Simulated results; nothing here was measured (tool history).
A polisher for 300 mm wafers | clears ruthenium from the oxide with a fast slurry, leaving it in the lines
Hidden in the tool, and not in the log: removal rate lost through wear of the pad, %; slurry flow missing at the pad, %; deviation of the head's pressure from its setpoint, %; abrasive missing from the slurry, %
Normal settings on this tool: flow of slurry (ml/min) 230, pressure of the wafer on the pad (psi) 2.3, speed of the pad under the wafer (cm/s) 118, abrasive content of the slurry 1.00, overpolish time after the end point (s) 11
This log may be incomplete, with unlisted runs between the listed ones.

run    hour  flow of slurry (ml/min)  pressure of the wafer on the pad (psi)  speed of the pad under the wafer (cm/s)  abrasive content of the slurry  overpolish time after the end point (s)  wafers since the last listed run  wafers polished on this pad  hours since the slurry nozzle was cleaned  hours since the head pressure was calibrated  hours since the slurry blender was calibrated  incoming thickness of the incoming film, nm  time until the end point was called (s)  dishing of a wide line in a test structure (nm)
  1     0.0                      230                                     2.3                                      118                            0.85                                       11                                 0                           84                                       85.4                                         278.6                                           32.0                                        290.4                                     80.5                                             28.5
  2    39.1                      230                                     2.3                                      118                            0.85                                       11                               478                          563                                      124.5                                         317.7                                           71.1                                        290.3                                     85.0                                             27.7
  3    99.4                      230                                     2.3                                      118                            0.85                                       11                               738                         1301                                      184.8                                         378.0                                          131.4                                        290.5                                     86.6                                             27.2
  4   132.2                      230                                     2.3                                      118                            1.00                                       11                               401                         1703                                      217.6                                         410.8                                          164.2                                        290.5                                     81.8                                             28.2
  5   180.0                      230                                     2.3                                      118                            1.00                                       11                               585                         2289                                      265.4                                         458.6                                          212.0                                        288.5                                     83.3                                             28.7
  6   230.5                      230                                     2.3                                      118                            1.00                                       11                               618                         2907                                      315.9                                         509.1                                          262.5                                        291.1                                     83.8                                             27.6
      232.5  -- slurry blender recalibrated
      235.1  -- slurry nozzle cleaned
      250.0  -- worn pad replaced by a new one
  7   261.8                      230                                     2.3                                      118                            1.00                                       11                               297                          144                                       26.7                                         540.4                                           29.3                                        293.3                                     72.1                                             31.2
  8   300.7                      230                                     2.3                                      118                            1.15                                       11                               476                          620                                       65.6                                         579.3                                           68.2                                        292.8                                     72.8                                             31.0
  9   357.2                      230                                     2.3                                      118                            1.15                                       11                               692                         1312                                      122.1                                         635.8                                          124.7                                        293.7                                     74.1                                             29.8
 10   453.2                      230                                     2.3                                      118                            1.00                                       15                              1176                         2488                                      218.1                                         731.8                                          220.7                                        294.4                                     80.0                                             35.8
 11   483.5                      230                                     2.3                                      118                            1.00                                       11                               371                         2860                                      248.4                                         762.1                                          251.0                                        291.1                                     81.8                                             28.3
      508.8  -- head pressure recalibrated
 12   513.8                      230                                     2.3                                      118                            1.00                                       11                               346                         3206                                      278.7                                           5.0                                          281.3                                        283.6                                     78.9                                             28.2
      532.6  -- worn pad replaced by a new one
      539.9  -- slurry nozzle cleaned
 13   544.0                      260                                     2.0                                      118                            1.00                                       11                               308                          127                                        4.1                                          35.2                                          311.5                                        293.3                                     83.6                                             27.6
      549.5  -- slurry blender recalibrated
 14   618.8                      230                                     2.3                                      118                            1.00                                       14                               891                         1019                                       78.9                                         110.0                                           69.3                                        287.9                                     77.1                                             35.5
 15   645.4                      230                                     2.8                                      118                            1.15                                        8                               325                         1345                                      105.5                                         136.6                                           95.9                                        290.2                                     62.1                                             27.5
 16   682.5                      230                                     2.3                                      118                            1.00                                       11                               454                         1799                                      142.6                                         173.7                                          133.0                                        289.9                                     81.2                                             28.7
 17   718.4                      190                                     2.3                                      118                            1.00                                       11                               439                         2239                                      178.5                                         209.6                                          168.9                                        288.5                                     82.1                                             27.4
 18   760.2                      210                                     1.8                                      118                            1.00                                       11                               512                         2751                                      220.3                                         251.4                                          210.7                                        291.0                                    107.4                                             23.5
      795.6  -- worn pad replaced by a new one
 19   797.3                      230                                     2.3                                      118                            1.00                                       11                               405                           20                                      257.4                                         288.5                                          247.8                                        290.8                                     73.5                                             31.1
      812.6  -- slurry blender recalibrated
 20   832.0                      230                                     2.9                                       84                            0.90                                        4                               400                          421                                      292.1                                         323.2                                           19.4                                        291.6                                     76.7                                             12.7
      842.1  -- slurry nozzle cleaned
 21   898.4                      160                                     2.3                                      118                            1.00                                        9                               801                         1222                                       56.3                                         389.6                                           85.8                                        292.5                                     82.7                                             24.3
 22   945.1                      230                                     2.3                                      118                            1.00                                       11                               572                         1794                                      103.0                                         436.3                                          132.5                                        288.2                                     82.6                                             27.4
 23  1008.3                      230                                     1.9                                      118                            1.00                                       15                               774                         2568                                      166.2                                         499.5                                          195.7                                        290.8                                     97.7                                             31.7
     1043.9  -- worn pad replaced by a new one
 24  1044.4                      230                                     2.3                                      118                            1.30                                       16                               393                            5                                      202.3                                         535.6                                          231.8                                        290.1                                     67.7                                             44.3
 25  1074.6                      230                                     2.3                                      136                            1.25                                        7                               369                          375                                      232.5                                         565.8                                          262.0                                        285.6                                     63.5                                             24.5
     1128.5  -- slurry blender recalibrated
 26  1129.9                      230                                     2.3                                      118                            1.00                                       11                               652                         1028                                      287.8                                         621.1                                            1.4                                        289.6                                     78.8                                             29.3
     1159.1  -- slurry nozzle cleaned
 27  1160.0                      230                                     2.3                                      130                            1.00                                       11                               356                         1385                                        0.9                                         651.2                                           31.5                                        286.7                                     76.0                                             29.6
 28  1196.5                      275                                     2.3                                      152                            1.00                                        5                               447                         1832                                       37.4                                         687.7                                           68.0                                        287.2                                     67.9                                             16.8
 29  1234.6                      230                                     2.3                                      118                            1.25                                       11                               466                         2298                                       75.5                                         725.8                                          106.1                                        290.7                                     75.2                                             30.5

Alternative continuations, all from the tool just after run 29; predict every row:
  A  1235.1                      230                                     2.3                                      118                            1.00                                       11                                 6                         2305                                       76.0                                         726.3                                          106.6                                        285.4                                        ?                                                ?
  B  1235.1                      165                                     2.6                                      138                            1.00                                        6                                 6                         2305                                       76.0                                         726.3                                          106.6                                        285.4                                        ?                                                ?
  C  1235.1                      180                                     1.9                                      134                            1.00                                       14                                 6                         2305                                       76.0                                         726.3                                          106.6                                        285.4                                        ?                                                ?

run  time until the end point was called (s)  dishing of a wide line in a test structure (nm)
  A                                     80.3                                             26.9
  B                                     66.0                                             18.9
  C                                     91.5                                             29.5
Had the tool no hidden state, the same runs would have come out as:
run  time until the end point was called (s)  dishing of a wide line in a test structure (nm)
  A                                     69.8                                             30.2
  B                                     57.4                                             21.4
  C                                     79.5                                             33.0
